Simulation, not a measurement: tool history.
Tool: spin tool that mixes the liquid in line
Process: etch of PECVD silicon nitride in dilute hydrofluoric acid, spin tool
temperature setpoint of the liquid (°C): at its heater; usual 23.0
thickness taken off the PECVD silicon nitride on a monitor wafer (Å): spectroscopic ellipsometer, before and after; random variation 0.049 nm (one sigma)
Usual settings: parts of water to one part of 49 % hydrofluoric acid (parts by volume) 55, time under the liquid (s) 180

run     day  temperature setpoint of the liquid (°C)  parts of water to one part of 49 % hydrofluoric acid (parts by volume)  time under the liquid (s)  read-back film thickness of the PECVD silicon nitride reference wafer, read on the same gauge (nm)  thickness taken off the PECVD silicon nitride on a monitor wafer (Å)
  1   0.000                                     23.0                                                                      55                        180                                                                                               70.00                                                                  60.0
  2   0.608                                     23.0                                                                      55                        180                                                                                               69.99                                                                  60.1
  3   1.238                                     23.0                                                                      55                        180                                                                                               70.01                                                                  60.2
  4   2.238                                     23.0                                                                      55                        180                                                                                               69.97                                                                  60.6
  5   3.733                                     23.0                                                                      55                        180                                                                                               70.01                                                                  59.3
  6   4.317                                     23.0                                                                      55                        180                                                                                               69.99                                                                  60.2
      6.392  -- thermometer replaced
  7   7.321                                     23.0                                                                      55                        180                                                                                               70.00                                                                  67.0
  8   7.892                                     23.0                                                                      55                        180                                                                                               70.00                                                                  67.2
  9   8.575                                     23.0                                                                      55                        180                                                                                               70.02                                                                  66.7
 10   9.229                                     23.0                                                                      55                        180                                                                                               69.99                                                                  66.5
 11  10.192                                     23.0                                                                      55                        180                                                                                               70.01                                                                  66.2
     10.692  -- hydrofluoric acid flow meter replaced
 12  10.879                                     23.0                                                                      55                        180                                                                                               70.02                                                                  66.6
 13  11.725                                     23.0                                                                      55                        180                                                                                               70.00                                                                  65.9
 14  12.508                                     23.0                                                                      55                        180                                                                                               69.98                                                                  66.4
     12.646  -- gauge calibrated
 15  13.204                                     23.0                                                                      55                         80                                                                                               69.99                                                                  29.2
 16  14.638                                     23.0                                                                      55                         85                                                                                               70.00                                                                  31.2
 17  15.233                                     23.0                                                                      55                        180                                                                                               69.98                                                                  65.9
 18  15.804                                     21.0                                                                      55                        150                                                                                               69.99                                                                  48.1
 19  16.579                                     23.0                                                                      55                        140                                                                                               70.01                                                                  50.9
 20  17.288                                     23.0                                                                      55                        180                                                                                               70.02                                                                  65.5
 21  18.392                                     23.0                                                                      55                        180                                                                                               70.00                                                                  66.1
 22  22.333                                     23.0                                                                      65                        270                                                                                               69.98                                                                  83.1
 23  23.558                                     23.0                                                                      75                        290                                                                                               69.99                                                                  78.6
 24  24.525                                     18.5                                                                      30                        180                                                                                               70.00                                                                  86.4
 25  25.725                                     28.0                                                                      75                        145                                                                                               69.99                                                                  53.9
 26  26.754                                     23.0                                                                      55                        110                                                                                               70.01                                                                  40.3
 27  27.646                                     26.0                                                                      70                        225                                                                                               69.99                                                                  78.3
 28  28.338                                     23.0                                                                      80                        180                                                                                               69.99                                                                  45.1
 29  28.983                                     23.0                                                                      55                        180                                                                                               70.02                                                                  65.1
 30  29.829                                     25.0                                                                      55                        180                                                                                               69.99                                                                  74.3
 31  30.517                                     23.0                                                                      75                        290                                                                                               70.00                                                                  76.6
 32  31.242                                     20.0                                                                      45                        270                                                                                               70.00                                                                  97.1
 33  32.646                                     23.0                                                                      30                        180                                                                                               69.97                                                                 115.2
 34  33.950                                     24.5                                                                      55                        180                                                                                               69.98                                                                  72.2

3 ways to go on from here, each from the tool as it stands after run 34. What would each give?
  A  33.971                                     23.0                                                                      55                        230                                                                                                   ?                                                                     ?
  B  33.971                                     23.0                                                                      55                        290                                                                                                   ?                                                                     ?
  C  33.971                                     23.0                                                                      35                        285                                                                                                   ?                                                                     ?

run  read-back film thickness of the PECVD silicon nitride reference wafer, read on the same gauge (nm)  thickness taken off the PECVD silicon nitride on a monitor wafer (Å)
  A                                                                                               69.98                                                                  82.9
  B                                                                                               69.98                                                                 104.5
  C                                                                                               69.98                                                                 159.4
Without the tool's hidden state the same runs would have given:
run  thickness taken off the PECVD silicon nitride on a monitor wafer (Å)
  A                                                                  88.1
  B                                                                 111.1
  C                                                                 169.7

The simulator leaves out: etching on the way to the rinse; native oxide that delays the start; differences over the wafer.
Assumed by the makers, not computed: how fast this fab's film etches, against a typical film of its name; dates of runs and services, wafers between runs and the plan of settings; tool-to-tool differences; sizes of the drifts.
